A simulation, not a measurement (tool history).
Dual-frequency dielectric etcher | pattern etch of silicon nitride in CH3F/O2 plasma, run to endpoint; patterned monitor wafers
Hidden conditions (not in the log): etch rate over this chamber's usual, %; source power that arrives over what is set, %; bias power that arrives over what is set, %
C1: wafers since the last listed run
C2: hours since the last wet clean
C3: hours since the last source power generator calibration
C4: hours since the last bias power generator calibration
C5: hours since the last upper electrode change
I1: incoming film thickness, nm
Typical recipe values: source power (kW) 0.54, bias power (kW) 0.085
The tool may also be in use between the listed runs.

Run 1, hour 0: usual settings but source power (kW) 0.46; C1 0; C2 255.2; C3 2633.5; C4 3767.2; C5 1812; I1 100.4. Result: endpoint time (s) 114.2.
Run 2, hour 8.9: usual settings but source power (kW) 0.46; C1 49; C2 264.1; C3 2642.4; C4 3776.1; C5 1820.9; I1 100.8. Result: endpoint time (s) 113.9.
Run 3, hour 24.4: usual settings; C1 86; C2 279.6; C3 2657.9; C4 3791.6; C5 1836.4; I1 99.5. Result: endpoint time (s) 101.8.
Run 4, hour 30.5: usual settings but bias power (kW) 0.095; C1 33; C2 285.7; C3 2664; C4 3797.7; C5 1842.5; I1 100. Result: endpoint time (s) 99.5.
Run 5, hour 38.7: usual settings but bias power (kW) 0.095; C1 45; C2 293.9; C3 2672.2; C4 3805.9; C5 1850.7; I1 99.1. Result: endpoint time (s) 98.8.
Run 6, hour 55.3: usual settings but bias power (kW) 0.095; C1 92; C2 310.5; C3 2688.8; C4 3822.5; C5 1867.3; I1 98.5. Result: endpoint time (s) 97.9.
Run 7, hour 72.6: usual settings; C1 96; C2 327.8; C3 2706.1; C4 3839.8; C5 1884.6; I1 101. Result: endpoint time (s) 103.9.
Run 8, hour 83.4: usual settings; C1 60; C2 338.6; C3 2716.9; C4 3850.6; C5 1895.4; I1 100.7. Result: endpoint time (s) 103.7.
Run 9, hour 97.4: usual settings; C1 78; C2 352.6; C3 2730.9; C4 3864.6; C5 1909.4; I1 100.1. Result: endpoint time (s) 102.8.
Run 10, hour 104.5: usual settings; C1 39; C2 359.7; C3 2738; C4 3871.7; C5 1916.5; I1 99.5. Result: endpoint time (s) 102.6.
At hour 131.8: wet clean of the chamber.
Run 11, hour 143.9: usual settings but source power (kW) 0.44; C1 85; C2 12.1; C3 2777.4; C4 3911.1; C5 1955.9; I1 100.1. Result: endpoint time (s) 115.2.
Run 12, hour 161.3: usual settings but source power (kW) 0.5, bias power (kW) 0.1; C1 96; C2 29.5; C3 2794.8; C4 3928.5; C5 1973.3; I1 99.1. Result: endpoint time (s) 100.2.
Run 13, hour 172: usual settings but source power (kW) 0.64, bias power (kW) 0.102; C1 59; C2 40.2; C3 2805.5; C4 3939.2; C5 1984; I1 99.8. Result: endpoint time (s) 86.2.
Run 14, hour 178.7: usual settings but source power (kW) 0.41, bias power (kW) 0.073; C1 37; C2 46.9; C3 2812.2; C4 3945.9; C5 1990.7; I1 100.3. Result: endpoint time (s) 126.2.
Run 15, hour 190.1: usual settings but source power (kW) 0.46; C1 63; C2 58.3; C3 2823.6; C4 3957.3; C5 2002.1; I1 100.5. Result: endpoint time (s) 112.5.
Run 16, hour 197: usual settings but source power (kW) 0.48, bias power (kW) 0.1; C1 38; C2 65.2; C3 2830.5; C4 3964.2; C5 2009; I1 100.7. Result: endpoint time (s) 104.3.
At hour 234: source power generator calibrated.
At hour 258.6: upper electrode replaced.
Run 17, hour 259.1: usual settings; C1 190; C2 127.3; C3 25.1; C4 4026.3; C5 0.5; I1 99.7. Result: endpoint time (s) 101.6.
Run 18, hour 261.7: usual settings but source power (kW) 0.58, bias power (kW) 0.071; C1 14; C2 129.9; C3 27.7; C4 4028.9; C5 3.1; I1 100.1. Result: endpoint time (s) 101.9.
Run 19, hour 270.9: usual settings but source power (kW) 0.66, bias power (kW) 0.075; C1 51; C2 139.1; C3 36.9; C4 4038.1; C5 12.3; I1 99.4. Result: endpoint time (s) 93.1.
Run 20, hour 278.6: usual settings; C1 42; C2 146.8; C3 44.6; C4 4045.8; C5 20; I1 99.1. Result: endpoint time (s) 100.9.
Run 21, hour 289.2: usual settings but source power (kW) 0.66, bias power (kW) 0.073; C1 59; C2 157.4; C3 55.2; C4 4056.4; C5 30.6; I1 99.7. Result: endpoint time (s) 93.8.
Run 22, hour 297.3: usual settings but source power (kW) 0.5, bias power (kW) 0.066; C1 45; C2 165.5; C3 63.3; C4 4064.5; C5 38.7; I1 98.8. Result: endpoint time (s) 112.
Run 23, hour 304.5: usual settings; C1 40; C2 172.7; C3 70.5; C4 4071.7; C5 45.9; I1 100.3. Result: endpoint time (s) 102.2.
At hour 313.8: bias power generator calibrated.
Run 24, hour 320.6: usual settings; C1 67; C2 188.8; C3 86.6; C4 6.8; C5 62; I1 100.5. Result: endpoint time (s) 102.7.
Run 25, hour 327.2: usual settings but source power (kW) 0.45, bias power (kW) 0.068; C1 36; C2 195.4; C3 93.2; C4 13.4; C5 68.6; I1 100.4. Result: endpoint time (s) 121.5.
Run 26, hour 342.1: usual settings but source power (kW) 0.44, bias power (kW) 0.099; C1 83; C2 210.3; C3 108.1; C4 28.3; C5 83.5; I1 100.1. Result: endpoint time (s) 112.3.
Run 27, hour 355.3: usual settings but source power (kW) 0.63, bias power (kW) 0.071; C1 73; C2 223.5; C3 121.3; C4 41.5; C5 96.7; I1 100.8. Result: endpoint time (s) 98.2.
Run 28, hour 363.7: usual settings; C1 46; C2 231.9; C3 129.7; C4 49.9; C5 105.1; I1 100.5. Result: endpoint time (s) 102.9.
Run 29, hour 374.4: usual settings but source power (kW) 0.68, bias power (kW) 0.066; C1 59; C2 242.6; C3 140.4; C4 60.6; C5 115.8; I1 100.2. Result: endpoint time (s) 96.
Run 30, hour 389.1: usual settings but source power (kW) 0.63, bias power (kW) 0.071; C1 81; C2 257.3; C3 155.1; C4 75.3; C5 130.5; I1 100.7. Result: endpoint time (s) 99.3.
Run 31, hour 406.1: usual settings; C1 94; C2 274.3; C3 172.1; C4 92.3; C5 147.5; I1 99.9. Result: endpoint time (s) 102.6.
Run 32, hour 414.2: usual settings but source power (kW) 0.46, bias power (kW) 0.066; C1 45; C2 282.4; C3 180.2; C4 100.4; C5 155.6; I1 99.9. Result: endpoint time (s) 120.5.
Run 33, hour 424.3: usual settings but source power (kW) 0.66, bias power (kW) 0.099; C1 56; C2 292.5; C3 190.3; C4 110.5; C5 165.7; I1 100. Result: endpoint time (s) 87.8.
Run 34, hour 436.3: usual settings but source power (kW) 0.64; C1 66; C2 304.5; C3 202.3; C4 122.5; C5 177.7; I1 99.9. Result: endpoint time (s) 93.5.
Run 35, hour 445.3: usual settings but source power (kW) 0.46, bias power (kW) 0.07; C1 50; C2 313.5; C3 211.3; C4 131.5; C5 186.7; I1 99.8. Result: endpoint time (s) 119.6.

Run-by-run hidden state of the tool:
source power that arrives over what is set, %: 0 across all the runs
bias power that arrives over what is set, %: 0 across all the runs
H1: etch rate over this chamber's usual, %
run      H1
  1   -2.14
  2   -2.22
  3   -2.34
  4   -2.39
  5   -2.46
  6   -2.59
  7   -2.74
  8   -2.82
  9   -2.94
 10      -3
 11  -0.377
 12  -0.519
 13  -0.607
 14  -0.662
 15  -0.755
 16  -0.811
 17   -1.32
 18   -1.34
 19   -1.41
 20   -1.48
 21   -1.56
 22   -1.63
 23   -1.69
 24   -1.82
 25   -1.87
 26      -2
 27    -2.1
 28   -2.17
 29   -2.26
 30   -2.38
 31   -2.52
 32   -2.59
 33   -2.67
 34   -2.77
 35   -2.84
